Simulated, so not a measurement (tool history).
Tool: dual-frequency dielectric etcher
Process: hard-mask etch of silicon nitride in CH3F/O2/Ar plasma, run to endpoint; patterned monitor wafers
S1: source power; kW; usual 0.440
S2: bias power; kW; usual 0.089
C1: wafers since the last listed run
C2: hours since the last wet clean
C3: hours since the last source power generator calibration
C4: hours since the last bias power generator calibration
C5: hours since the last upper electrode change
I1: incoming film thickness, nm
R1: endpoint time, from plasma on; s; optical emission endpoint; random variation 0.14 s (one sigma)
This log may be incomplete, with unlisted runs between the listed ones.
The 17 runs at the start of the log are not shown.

{"run": 18, "hour": 444.0, "S1": 0.41, "S2": 0.089, "C1": 118, "C2": 137.9, "C3": 124.6, "C4": 3680.4, "C5": 120.3, "I1": 40.93, "R1": 50.3}
{"run": 19, "hour": 466.0, "S1": 0.44, "S2": 0.089, "C1": 151, "C2": 159.9, "C3": 146.6, "C4": 3702.4, "C5": 142.3, "I1": 41.04, "R1": 48.6}
{"run": 20, "hour": 489.5, "S1": 0.44, "S2": 0.098, "C1": 161, "C2": 183.4, "C3": 170.1, "C4": 3725.9, "C5": 165.8, "I1": 40.81, "R1": 45.9}
{"run": 21, "hour": 523.1, "S1": 0.54, "S2": 0.097, "C1": 231, "C2": 217.0, "C3": 203.7, "C4": 3759.5, "C5": 199.4, "I1": 40.53, "R1": 40.8}
{"run": 22, "hour": 538.7, "S1": 0.36, "S2": 0.079, "C1": 107, "C2": 232.6, "C3": 219.3, "C4": 3775.1, "C5": 215.0, "I1": 40.66, "R1": 59.0}
{"run": 23, "hour": 576.5, "S1": 0.44, "S2": 0.089, "C1": 260, "C2": 270.4, "C3": 257.1, "C4": 3812.9, "C5": 252.8, "I1": 40.71, "R1": 48.6}
{"run": 24, "hour": 593.0, "S1": 0.54, "S2": 0.102, "C1": 113, "C2": 286.9, "C3": 273.6, "C4": 3829.4, "C5": 269.3, "I1": 41.12, "R1": 40.7}
{"hour": 606.3, "done": "bias power generator calibrated"}
{"run": 25, "hour": 606.8, "S1": 0.34, "S2": 0.103, "C1": 67, "C2": 300.7, "C3": 287.4, "C4": 0.5, "C5": 283.1, "I1": 40.74, "R1": 53.2}
{"run": 26, "hour": 634.2, "S1": 0.44, "S2": 0.089, "C1": 188, "C2": 328.1, "C3": 314.8, "C4": 27.9, "C5": 310.5, "I1": 41.12, "R1": 49.3}
{"run": 27, "hour": 648.1, "S1": 0.44, "S2": 0.089, "C1": 95, "C2": 342.0, "C3": 328.7, "C4": 41.8, "C5": 324.4, "I1": 40.69, "R1": 48.8}
{"run": 28, "hour": 679.8, "S1": 0.44, "S2": 0.089, "C1": 218, "C2": 373.7, "C3": 360.4, "C4": 73.5, "C5": 356.1, "I1": 40.53, "R1": 48.8}
{"run": 29, "hour": 714.1, "S1": 0.52, "S2": 0.097, "C1": 236, "C2": 408.0, "C3": 394.7, "C4": 107.8, "C5": 390.4, "I1": 40.43, "R1": 42.5}
{"run": 30, "hour": 747.5, "S1": 0.35, "S2": 0.089, "C1": 229, "C2": 441.4, "C3": 428.1, "C4": 141.2, "C5": 423.8, "I1": 41.35, "R1": 57.9}
{"run": 31, "hour": 768.2, "S1": 0.48, "S2": 0.089, "C1": 142, "C2": 462.1, "C3": 448.8, "C4": 161.9, "C5": 444.5, "I1": 41.24, "R1": 47.4}

Below are 4 alternative next runs, each starting from the tool's condition after run 31. Predict each:
{"run": "A", "hour": 768.6, "S1": 0.44, "S2": 0.089, "C1": 2, "C2": 462.5, "C3": 449.2, "C4": 162.3, "C5": 444.9, "I1": 40.89, "R1": "?"}
{"run": "B", "hour": 768.6, "S1": 0.54, "S2": 0.068, "C1": 2, "C2": 462.5, "C3": 449.2, "C4": 162.3, "C5": 444.9, "I1": 40.89, "R1": "?"}
{"run": "C", "hour": 768.6, "S1": 0.34, "S2": 0.072, "C1": 2, "C2": 462.5, "C3": 449.2, "C4": 162.3, "C5": 444.9, "I1": 40.89, "R1": "?"}
{"run": "D", "hour": 768.6, "S1": 0.38, "S2": 0.089, "C1": 2, "C2": 462.5, "C3": 449.2, "C4": 162.3, "C5": 444.9, "I1": 40.89, "R1": "?"}

run=A R1=49.4
run=B R1=51.0
run=C R1=66.2
run=D R1=54.1
Without the tool's hidden state the same runs would have given:
run=A R1=47.8
run=B R1=49.4
run=C R1=64.0
run=D R1=52.4
